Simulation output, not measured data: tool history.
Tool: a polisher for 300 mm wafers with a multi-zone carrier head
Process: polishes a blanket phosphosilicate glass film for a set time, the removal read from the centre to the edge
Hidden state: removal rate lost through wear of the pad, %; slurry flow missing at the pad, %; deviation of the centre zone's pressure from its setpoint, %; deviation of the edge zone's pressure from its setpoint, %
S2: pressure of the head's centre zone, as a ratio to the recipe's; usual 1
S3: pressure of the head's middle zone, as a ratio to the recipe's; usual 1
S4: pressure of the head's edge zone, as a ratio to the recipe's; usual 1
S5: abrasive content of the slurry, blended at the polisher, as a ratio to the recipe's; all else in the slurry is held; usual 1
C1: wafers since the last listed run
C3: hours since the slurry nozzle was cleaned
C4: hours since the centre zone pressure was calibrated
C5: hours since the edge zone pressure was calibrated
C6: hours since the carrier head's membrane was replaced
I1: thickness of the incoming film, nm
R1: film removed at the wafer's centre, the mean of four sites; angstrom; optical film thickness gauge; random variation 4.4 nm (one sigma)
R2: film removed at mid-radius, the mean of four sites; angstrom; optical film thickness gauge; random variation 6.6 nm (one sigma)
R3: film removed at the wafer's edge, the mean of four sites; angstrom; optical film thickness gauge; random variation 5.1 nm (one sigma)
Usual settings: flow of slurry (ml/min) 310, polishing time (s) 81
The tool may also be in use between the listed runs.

run 1 day=0 | flow_of_slurry_(ml/min)=310 S2=1 S3=1 S4=1 S5=1 polishing_time_(s)=81 | C1=0 wafers_polished_on_this_pad=1118 C3=483.7 C4=256.2 C5=1029.8 C6=301.4 | I1=2646.3 | R1=6797 R2=7091 R3=6973
run 2 day=2.175 | flow_of_slurry_(ml/min)=310 S2=1 S3=1 S4=1.02 S5=1 polishing_time_(s)=81 | C1=558 wafers_polished_on_this_pad=1676 C3=535.9 C4=308.4 C5=1082 C6=353.6 | I1=2657.8 | R1=6774 R2=7108 R3=7131
-- day=3.204 slurry nozzle cleaned
-- day=3.917 worn pad replaced by a new one
run 3 day=4.783 | flow_of_slurry_(ml/min)=310 S2=1 S3=1 S4=1.02 S5=1 polishing_time_(s)=81 | C1=616 wafers_polished_on_this_pad=222 C3=37.9 C4=371 C5=1144.6 C6=416.2 | I1=2603 | R1=6880 R2=7313 R3=7228
run 4 day=8.962 | flow_of_slurry_(ml/min)=310 S2=1 S3=1 S4=1.02 S5=1 polishing_time_(s)=81 | C1=1073 wafers_polished_on_this_pad=1296 C3=138.2 C4=471.3 C5=1244.9 C6=516.5 | I1=2599.3 | R1=6959 R2=7294 R3=7172
run 5 day=10.167 | flow_of_slurry_(ml/min)=310 S2=1 S3=1 S4=1 S5=1 polishing_time_(s)=81 | C1=309 wafers_polished_on_this_pad=1605 C3=167.1 C4=500.2 C5=1273.8 C6=545.4 | I1=2656.3 | R1=6814 R2=7158 R3=7121
-- day=11.558 worn pad replaced by a new one
run 6 day=12.238 | flow_of_slurry_(ml/min)=310 S2=1 S3=1 S4=1 S5=1 polishing_time_(s)=81 | C1=489 wafers_polished_on_this_pad=174 C3=216.8 C4=549.9 C5=1323.5 C6=595.1 | I1=2581.6 | R1=6750 R2=7325 R3=7051
-- day=13.496 carrier head's membrane replaced by a new one
run 7 day=14.562 | flow_of_slurry_(ml/min)=310 S2=1 S3=1 S4=1.03 S5=1 polishing_time_(s)=81 | C1=543 wafers_polished_on_this_pad=718 C3=272.6 C4=605.7 C5=1379.3 C6=25.6 | I1=2634.2 | R1=6804 R2=7078 R3=7120
-- day=19.042 worn pad replaced by a new one
-- day=19.146 centre zone pressure recalibrated
-- day=19.171 edge zone pressure recalibrated
run 8 day=20.892 | flow_of_slurry_(ml/min)=310 S2=1.03 S3=1.07 S4=0.92 S5=1 polishing_time_(s)=81 | C1=1554 wafers_polished_on_this_pad=446 C3=424.5 C4=41.9 C5=41.3 C6=177.5 | I1=2603.9 | R1=6985 R2=7538 R3=6730
-- day=22.046 slurry nozzle cleaned
run 9 day=22.975 | flow_of_slurry_(ml/min)=310 S2=1 S3=1 S4=1 S5=1 polishing_time_(s)=81 | C1=524 wafers_polished_on_this_pad=971 C3=22.3 C4=91.9 C5=91.3 C6=227.5 | I1=2613.7 | R1=6913 R2=7195 R3=7230
-- day=26.875 worn pad replaced by a new one
run 10 day=28.996 | flow_of_slurry_(ml/min)=310 S2=0.91 S3=1.06 S4=0.92 S5=1 polishing_time_(s)=81 | C1=1503 wafers_polished_on_this_pad=544 C3=166.8 C4=236.4 C5=235.8 C6=372 | I1=2618.8 | R1=6248 R2=7535 R3=6738
run 11 day=30.604 | flow_of_slurry_(ml/min)=310 S2=0.95 S3=1 S4=1 S5=1 polishing_time_(s)=81 | C1=413 wafers_polished_on_this_pad=957 C3=205.4 C4=275 C5=274.4 C6=410.6 | I1=2662.3 | R1=6502 R2=7070 R3=7043
run 12 day=32.546 | flow_of_slurry_(ml/min)=310 S2=1.09 S3=0.95 S4=1 S5=1.25 polishing_time_(s)=105 | C1=498 wafers_polished_on_this_pad=1456 C3=252 C4=321.6 C5=321 C6=457.2 | I1=2623 | R1=10442 R2=9603 R3=9874
-- day=33.608 worn pad replaced by a new one
run 13 day=33.833 | flow_of_slurry_(ml/min)=310 S2=1.04 S3=1 S4=1 S5=1 polishing_time_(s)=81 | C1=287 wafers_polished_on_this_pad=57 C3=282.9 C4=352.5 C5=351.9 C6=488.1 | I1=2627.7 | R1=7082 R2=7030 R3=7062

The next listed run, before its measurement:
run 14 day=35.333 | flow_of_slurry_(ml/min)=205 S2=1 S3=1 S4=1 S5=1 polishing_time_(s)=54 | C1=385 wafers_polished_on_this_pad=442 C3=318.9 C4=388.5 C5=387.9 C6=524.1 | I1=2626.6 | R1=? R2=? R3=?

{"run 14": {"R1": 4155, "R2": 4417, "R3": 4410}}
Without the tool's hidden state the same run would have given R1 4370 angstrom, R2 4621 angstrom, R3 4558 angstrom.
